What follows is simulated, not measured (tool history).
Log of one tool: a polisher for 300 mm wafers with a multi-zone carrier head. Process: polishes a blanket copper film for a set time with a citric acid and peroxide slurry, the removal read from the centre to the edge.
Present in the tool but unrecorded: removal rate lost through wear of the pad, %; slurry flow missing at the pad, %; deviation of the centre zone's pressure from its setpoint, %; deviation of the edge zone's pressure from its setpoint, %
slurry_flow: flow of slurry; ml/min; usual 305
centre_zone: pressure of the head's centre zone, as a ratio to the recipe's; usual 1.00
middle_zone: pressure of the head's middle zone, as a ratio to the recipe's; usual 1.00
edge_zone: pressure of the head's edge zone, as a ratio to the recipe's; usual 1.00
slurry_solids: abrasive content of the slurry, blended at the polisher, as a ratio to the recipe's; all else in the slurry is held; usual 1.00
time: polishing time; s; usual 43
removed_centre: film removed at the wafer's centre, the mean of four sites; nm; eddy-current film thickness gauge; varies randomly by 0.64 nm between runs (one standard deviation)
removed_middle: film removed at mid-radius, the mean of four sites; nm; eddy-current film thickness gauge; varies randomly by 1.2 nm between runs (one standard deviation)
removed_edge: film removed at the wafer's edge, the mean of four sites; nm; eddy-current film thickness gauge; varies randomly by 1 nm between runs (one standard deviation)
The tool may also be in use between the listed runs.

run,hour,slurry_flow,centre_zone,middle_zone,edge_zone,slurry_solids,time,wafers since the last listed run,wafers polished on this pad,hours since the slurry nozzle was cleaned,hours since the centre zone pressure was calibrated,hours since the edge zone pressure was calibrated,hours since the carrier head's membrane was replaced,"incoming thickness of the incoming film, nm",removed_centre,removed_middle,removed_edge
1,0.0,265,0.92,1.00,1.00,1.00,43,0,3272,307.1,199.2,406.1,1245.8,748.3,70.2,74.7,76.2
# hour 49.0: worn pad replaced by a new one
2,71.5,305,0.93,1.00,1.07,1.00,43,921,306,378.6,270.7,477.6,1317.3,741.9,71.9,78.0,79.0
# hour 121.7: centre zone pressure recalibrated
3,137.2,305,0.93,1.00,1.07,1.00,43,869,1175,444.3,15.5,543.3,1383.0,741.5,71.8,76.1,79.4
4,175.8,305,0.93,1.00,1.07,1.00,43,526,1702,482.9,54.1,581.9,1421.6,730.2,71.7,76.5,78.1
5,241.5,305,1.00,1.00,1.00,1.10,43,896,2599,548.6,119.8,647.6,1487.3,751.3,76.5,76.1,77.5
6,286.2,305,1.00,1.00,1.00,1.00,32,610,3209,593.3,164.5,692.3,1532.0,749.1,56.1,55.0,56.8
7,321.3,305,1.00,1.00,1.00,1.00,32,479,3688,628.4,199.6,727.4,1567.1,737.3,55.3,57.2,55.0
# hour 344.7: worn pad replaced by a new one
# hour 370.8: edge zone pressure recalibrated
8,386.3,305,1.00,1.00,1.00,1.00,43,805,539,693.4,264.6,15.5,1632.1,735.9,74.4,75.3,75.3
# hour 425.6: carrier head's membrane replaced by a new one
9,426.1,305,1.07,1.10,1.00,1.00,43,474,1014,733.2,304.4,55.3,0.5,752.7,76.9,77.4,75.4
# hour 437.1: centre zone pressure recalibrated
10,467.0,375,0.96,0.89,1.00,1.00,43,530,1545,774.1,29.9,96.2,41.4,749.4,72.8,72.1,76.0
11,502.9,265,0.92,1.00,1.00,1.00,43,489,2035,810.0,65.8,132.1,77.3,746.4,64.6,72.1,71.7
12,563.4,225,1.00,1.03,1.00,1.00,43,825,2861,870.5,126.3,192.6,137.8,736.0,65.0,70.2,70.6
# hour 589.1: worn pad replaced by a new one
13,593.7,305,1.00,1.00,1.00,1.00,43,358,62,900.8,156.6,222.9,168.1,726.2,71.0,71.3,75.0
# hour 651.6: slurry nozzle cleaned
14,684.7,305,1.00,1.00,1.00,1.00,43,1228,1290,33.1,247.6,313.9,259.1,734.4,80.0,81.8,78.9
15,710.2,305,1.05,0.90,1.00,1.00,43,348,1638,58.6,273.1,339.4,284.6,731.8,84.0,72.6,78.7
# hour 717.7: centre zone pressure recalibrated
16,745.6,375,0.89,1.00,0.96,1.10,43,455,2094,94.0,27.9,374.8,320.0,737.9,74.3,80.7,81.5
17,813.4,395,1.00,0.96,1.00,1.00,37,925,3019,161.8,95.7,442.6,387.8,735.8,69.9,67.6,67.9
# hour 828.6: worn pad replaced by a new one
18,879.1,305,1.00,1.00,1.00,0.70,43,842,689,227.5,161.4,508.3,453.5,727.7,76.8,76.3,73.7
19,926.2,305,1.00,1.06,1.00,1.00,43,642,1332,274.6,208.5,555.4,500.6,748.5,78.9,81.4,79.1
20,954.5,235,0.94,1.00,1.04,1.15,43,386,1718,302.9,236.8,583.7,528.9,737.5,73.4,77.7,77.4
21,1018.1,305,1.09,0.92,0.90,1.00,43,868,2586,366.5,300.4,647.3,592.5,740.4,82.7,73.8,73.5
# hour 1051.4: centre zone pressure recalibrated
22,1056.9,215,0.93,0.92,1.00,1.00,43,502,3088,405.3,5.5,686.1,631.3,752.2,69.3,69.3,73.7

Consider 3 possible next runs. They are alternatives, not a sequence: every one starts from the tool as it was left by run 22. What does each give?
A,1057.3,305,1.00,1.00,1.00,1.00,43,5,3093,405.7,5.9,686.5,631.7,731.2,?,?,?
B,1057.3,245,1.06,1.00,0.92,1.00,43,5,3093,405.7,5.9,686.5,631.7,731.2,?,?,?
C,1057.3,305,0.89,1.00,1.09,1.00,53,5,3093,405.7,5.9,686.5,631.7,731.2,?,?,?

run,removed_centre,removed_middle,removed_edge
A,77.4,78.8,77.0
B,78.5,76.2,72.2
C,86.4,97.2,99.0
What these runs would have given with no unlogged condition in the tool:
run,removed_centre,removed_middle,removed_edge
A,79.8,80.9,78.5
B,81.5,78.8,74.0
C,89.0,99.8,101.0
